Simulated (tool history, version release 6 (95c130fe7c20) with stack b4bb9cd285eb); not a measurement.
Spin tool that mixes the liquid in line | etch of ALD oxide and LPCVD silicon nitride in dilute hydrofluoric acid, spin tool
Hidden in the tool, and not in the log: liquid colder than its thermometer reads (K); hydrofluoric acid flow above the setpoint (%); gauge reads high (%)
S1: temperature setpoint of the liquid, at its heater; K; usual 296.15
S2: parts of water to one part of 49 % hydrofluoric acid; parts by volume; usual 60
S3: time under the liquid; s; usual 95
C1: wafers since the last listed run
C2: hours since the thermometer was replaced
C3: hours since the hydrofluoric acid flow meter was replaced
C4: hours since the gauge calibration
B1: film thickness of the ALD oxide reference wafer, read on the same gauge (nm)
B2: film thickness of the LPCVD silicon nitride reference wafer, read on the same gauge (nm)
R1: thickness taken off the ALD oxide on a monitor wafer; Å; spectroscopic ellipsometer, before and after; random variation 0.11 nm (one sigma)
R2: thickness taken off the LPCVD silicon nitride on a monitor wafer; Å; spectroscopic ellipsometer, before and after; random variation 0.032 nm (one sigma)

Run 1, hour 0: usual settings; C1 0; C2 870.4; C3 1660.9; C4 445.7; B1 100.01; B2 120.063. Result: R1 233.6 Å, R2 6.38 Å.
Run 2, hour 6.5: usual settings; C1 84; C2 876.9; C3 1667.4; C4 452.2; B1 99.98; B2 120.021. Result: R1 233.1 Å, R2 6.36 Å.
Run 3, hour 13.8: usual settings; C1 95; C2 884.2; C3 1674.7; C4 459.5; B1 99.99; B2 119.985. Result: R1 234.8 Å, R2 6.44 Å.
Run 4, hour 28.1: usual settings; C1 186; C2 898.5; C3 1689; C4 473.8; B1 100; B2 120.02. Result: R1 235.6 Å, R2 6.24 Å.
Run 5, hour 41.3: usual settings; C1 171; C2 911.7; C3 1702.2; C4 487; B1 100.01; B2 119.975. Result: R1 235.7 Å, R2 6.67 Å.
Run 6, hour 48.1: usual settings but S1 299.65 K, S2 35 parts by volume; C1 88; C2 918.5; C3 1709; C4 493.8; B1 100; B2 120.021. Result: R1 482.5 Å, R2 12.85 Å.
Run 7, hour 71.4: usual settings but S3 45 s; C1 303; C2 941.8; C3 1732.3; C4 517.1; B1 100.01; B2 120.003. Result: R1 109.7 Å, R2 2.94 Å.
At hour 81: gauge calibrated.
Run 8, hour 83.4: usual settings but S2 40 parts by volume, S3 55 s; C1 156; C2 953.8; C3 1744.3; C4 2.4; B1 100; B2 119.968. Result: R1 209.2 Å, R2 5.6 Å.
Run 9, hour 100.1: usual settings but S2 75 parts by volume, S3 70 s; C1 217; C2 970.5; C3 1761; C4 19.1; B1 100; B2 120.013. Result: R1 133.7 Å, R2 3.86 Å.
Run 10, hour 113.5: usual settings; C1 174; C2 983.9; C3 1774.4; C4 32.5; B1 99.99; B2 120.014. Result: R1 234.1 Å, R2 6.1 Å.
Run 11, hour 122.1: usual settings; C1 112; C2 992.5; C3 1783; C4 41.1; B1 99.98; B2 119.981. Result: R1 233.9 Å, R2 6.14 Å.
Run 12, hour 133.8: usual settings but S1 299.15 K, S2 30 parts by volume, S3 135 s; C1 152; C2 1004.2; C3 1794.7; C4 52.8; B1 100; B2 119.989. Result: R1 780.3 Å, R2 22.2 Å.
Run 13, hour 143.7: usual settings but S1 292.65 K, S2 45 parts by volume; C1 128; C2 1014.1; C3 1804.6; C4 62.7; B1 100.01; B2 120.033. Result: R1 271.4 Å, R2 6.38 Å.
Run 14, hour 154.9: usual settings but S1 301.15 K; C1 145; C2 1025.3; C3 1815.8; C4 73.9; B1 99.99; B2 120.002. Result: R1 284.1 Å, R2 9.12 Å.
At hour 157.6: thermometer replaced.
Run 15, hour 162.3: usual settings; C1 83; C2 4.7; C3 1823.2; C4 81.3; B1 100; B2 119.984. Result: R1 263.2 Å, R2 8.37 Å.
Run 16, hour 175.9: usual settings but S3 75 s; C1 177; C2 18.3; C3 1836.8; C4 94.9; B1 100; B2 119.985. Result: R1 205.3 Å, R2 6.06 Å.
Run 17, hour 191.4: usual settings; C1 201; C2 33.8; C3 1852.3; C4 110.4; B1 99.99; B2 119.997. Result: R1 261.9 Å, R2 8.46 Å.
At hour 201.9: hydrofluoric acid flow meter replaced.
Run 18, hour 206.2: usual settings but S1 293.15 K, S2 75 parts by volume, S3 110 s; C1 179; C2 48.6; C3 4.3; C4 125.2; B1 99.98; B2 119.995. Result: R1 209.6 Å, R2 5.73 Å.
Run 19, hour 258.3: usual settings; C1 678; C2 100.7; C3 56.4; C4 177.3; B1 99.99; B2 120.058. Result: R1 259.8 Å, R2 7.33 Å.
Run 20, hour 270.7: usual settings but S1 300.65 K, S2 35 parts by volume, S3 140 s; C1 161; C2 113.1; C3 68.8; C4 189.7; B1 100; B2 119.987. Result: R1 804.6 Å, R2 25 Å.
Run 21, hour 277.9: usual settings but S1 300.15 K, S2 40 parts by volume, S3 135 s; C1 93; C2 120.3; C3 76; C4 196.9; B1 100.01; B2 119.983. Result: R1 663.8 Å, R2 21.31 Å.

The next listed run, before its measurement:
Run 22, hour 287.5: usual settings but S3 65 s; C1 125; C2 129.9; C3 85.6; C4 206.5; B1 ?; B2 ?. Result: R1 ?, R2 ?.

Run 22 gave B1 99.98, B2 120.026, R1 177 Å, R2 5.4 Å.
Without the tool's hidden state the same run would have given R1 179.9 Å, R2 5.55 Å.

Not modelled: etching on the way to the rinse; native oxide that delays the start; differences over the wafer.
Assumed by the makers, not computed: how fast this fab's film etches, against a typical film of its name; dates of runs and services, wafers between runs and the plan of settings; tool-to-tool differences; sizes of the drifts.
